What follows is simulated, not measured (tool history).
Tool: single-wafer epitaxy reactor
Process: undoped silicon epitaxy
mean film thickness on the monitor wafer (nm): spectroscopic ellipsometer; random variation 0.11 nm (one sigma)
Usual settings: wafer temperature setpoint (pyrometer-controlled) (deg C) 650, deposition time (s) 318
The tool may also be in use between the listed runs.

run	day	wafer temperature setpoint (pyrometer-controlled) (deg C)	deposition time (s)	read-back reference wafer on the same gauge, thickness_nm	mean film thickness on the monitor wafer (nm)
1	0.000	650	318	42.992	52.447
2	0.554	650	318	42.976	52.489
3	1.600	650	318	42.958	52.723
4	2.896	650	318	42.997	52.749
5	6.058	650	318	42.970	52.836
6	6.925	650	318	43.015	52.798
7	8.300	650	318	43.020	53.052
8	9.758	650	271	42.980	45.019
9	10.971	650	271	42.987	45.350
# day 12.200: pyrometer calibrated
10	12.221	662	279	43.002	55.080
11	12.638	662	279	43.034	55.417
12	13.154	662	279	42.984	55.289
13	14.317	650	318	43.001	49.831
# day 14.988: gauge calibrated
14	15.804	650	365	43.011	57.196
15	16.838	650	365	43.032	57.042
16	17.742	641	284	43.026	37.370
17	19.204	650	344	42.984	54.138
18	20.521	650	318	43.012	50.133
19	21.904	640	361	43.019	46.729
20	22.850	645	264	43.022	37.879
21	23.700	661	271	42.992	52.853
22	24.492	650	261	43.002	41.105
23	25.950	650	362	42.969	57.455
24	26.471	650	318	42.990	50.249
25	27.854	644	318	43.010	44.696
26	28.988	659	256	42.955	48.345
27	30.317	658	267	43.015	49.246
28	31.421	644	366	43.018	51.607
29	32.383	650	318	42.980	50.434
30	33.558	650	365	42.984	57.988

Hidden state or all else? Some run-to-run changes of mean film thickness on the monitor wafer (nm), split into what the settings, what came in and random variation would give without the hidden state, and what is left for the hidden state (with any gauge scatter that isn't in both results):
The hidden state here: wafer temperature above the value expected at the setpoint (K); gauge reads high (%).
Run 7 -> 8: deposition time (s) 318 -> 271. mean film thickness on the monitor wafer (nm) -8.033: hidden state -0.365, all else -7.668.
Run 9 -> 10: wafer temperature setpoint (pyrometer-controlled) (deg C) 650 -> 662, deposition time (s) 271 -> 279, pyrometer calibrated. mean film thickness on the monitor wafer (nm) +9.730: hidden state -2.757, all else +12.487.
Run 15 -> 16: wafer temperature setpoint (pyrometer-controlled) (deg C) 650 -> 641, deposition time (s) 365 -> 284. mean film thickness on the monitor wafer (nm) -19.672: hidden state +0.115, all else -19.787.
Run 16 -> 17: wafer temperature setpoint (pyrometer-controlled) (deg C) 641 -> 650, deposition time (s) 284 -> 344. mean film thickness on the monitor wafer (nm) +16.768: hidden state -0.023, all else +16.791.
Run 22 -> 23: deposition time (s) 261 -> 362. mean film thickness on the monitor wafer (nm) +16.350: hidden state +0.047, all else +16.303.

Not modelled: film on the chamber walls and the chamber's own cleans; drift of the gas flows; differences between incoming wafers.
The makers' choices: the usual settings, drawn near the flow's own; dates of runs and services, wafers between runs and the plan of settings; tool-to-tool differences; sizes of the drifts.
